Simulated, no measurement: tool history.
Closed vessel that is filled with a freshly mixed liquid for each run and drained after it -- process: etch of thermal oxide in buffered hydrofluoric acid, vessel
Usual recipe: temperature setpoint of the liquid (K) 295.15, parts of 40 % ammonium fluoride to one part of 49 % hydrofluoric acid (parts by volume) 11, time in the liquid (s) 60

run	hour	temperature setpoint of the liquid (K)	parts of 40 % ammonium fluoride to one part of 49 % hydrofluoric acid (parts by volume)	time in the liquid (s)	wafers since the last listed run	hours since the thermometer was replaced	hours since the hydrofluoric acid flow meter was replaced	hours since the gauge calibration	read-back film thickness of the thermal oxide reference wafer, read on the same gauge (nm)	thickness taken off the thermal oxide on a monitor wafer (Å)
1	0	295.15	11	60	0	712.8	190.1	736	140.01	569
2	103.5	295.15	11	60	13482	816.3	293.6	839.5	139.96	589.4
3	191.3	295.15	11	60	11437	904.1	381.4	927.3	139.99	581.6
4	234.8	295.15	11	60	5666	947.6	424.9	970.8	139.98	591.2
5	317.5	295.15	11	60	10772	1030.3	507.6	1053.5	140	577.3
6	417	298.65	11	60	12961	1129.8	607.1	1153	140.04	724.4
7	513.7	295.15	11	60	12596	1226.5	703.8	1249.7	140.01	606.9
8	570.3	295.15	8.5	60	7372	1283.1	760.4	1306.3	140	767.1
# hour 648.7: hydrofluoric acid flow meter replaced
9	651.9	295.15	8.5	60	10499	1364.7	3.2	1387.9	140	698.8
10	755.5	295.15	12	60	13495	1468.3	106.8	1491.5	140	523.8
11	953.4	295.15	12	60	25779	1666.2	304.7	1689.4	139.97	532.1
12	993.2	293.15	11	60	5184	1706	344.5	1729.2	140.01	527.4
13	1094.8	293.15	11	60	13234	1807.6	446.1	1830.8	139.98	536.5
14	1256.9	295.15	11	60	21115	1969.7	608.2	1992.9	139.98	585.7
15	1357.1	292.15	14	45	13052	2069.9	708.4	2093.1	139.97	298.7
16	1553.1	297.15	8.5	60	25531	2265.9	904.4	2289.1	139.98	865.5
# hour 1554.4: hydrofluoric acid flow meter replaced
17	1635.7	297.65	11	80	10629	2348.5	81.3	2371.7	140.01	863
# hour 1678.9: gauge calibrated
18	1691.6	295.15	11	60	7281	2404.4	137.2	12.7	140	561.5
19	1764.9	298.15	15.5	60	9548	2477.7	210.5	86	140.01	474.9
20	1869.3	295.15	8.5	60	13599	2582.1	314.9	190.4	140.01	718.6
# hour 1962: thermometer replaced
21	2106.3	291.65	7.5	35	30742	144.3	551.9	427.4	140.02	408.8
22	2154.8	293.15	15	30	6317	192.8	600.4	475.9	139.98	197.9
23	2231.9	298.15	8	60	10043	269.9	677.5	553	140.01	946.8
24	2306	291.65	11	60	9652	344	751.6	627.1	140.02	488.5
25	2385.9	295.15	9.5	60	10408	423.9	831.5	707	139.98	677.2
26	2421.9	292.65	11	60	4689	459.9	867.5	743	140	527.6
27	2476.2	296.65	7.5	60	7073	514.2	921.8	797.3	140.02	945.1
28	2529	295.15	11	60	6877	567	974.6	850.1	140.01	621.6
# hour 2557.6: hydrofluoric acid flow meter replaced
29	2604.3	300.15	14.5	85	9678	642.3	46.7	925.4	140	808
30	2643	295.15	12.5	85	5041	681	85.4	964.1	140	707.6
31	2690.4	295.15	15.5	60	6174	728.4	132.8	1011.5	139.98	408
32	2759.3	295.15	11	60	8975	797.3	201.7	1080.4	139.98	567.8
33	2850.1	299.65	8	80	11827	888.1	292.5	1171.2	139.98	1325.2

Each run again, without the hidden state but with its own random variation kept:
What the log doesn't record here: liquid colder than its thermometer reads (K); hydrofluoric acid flow above the setpoint (%); gauge reads high (%).
run	thickness taken off the thermal oxide on a monitor wafer (Å)
1	553.7
2	567.9
3	555.8
4	562.7
5	545.2
6	677.9
7	562.9
8	701.4
9	692.8
10	514.5
11	512.7
12	506.3
13	510.2
14	548.6
15	277.1
16	781
17	854.1
18	552.7
19	464.1
20	692.8
21	384.4
22	186.3
23	879
24	453.8
25	634.2
26	485
27	860.3
28	566.1
29	796.6
30	694.9
31	398.8
32	551.4
33	1270.7
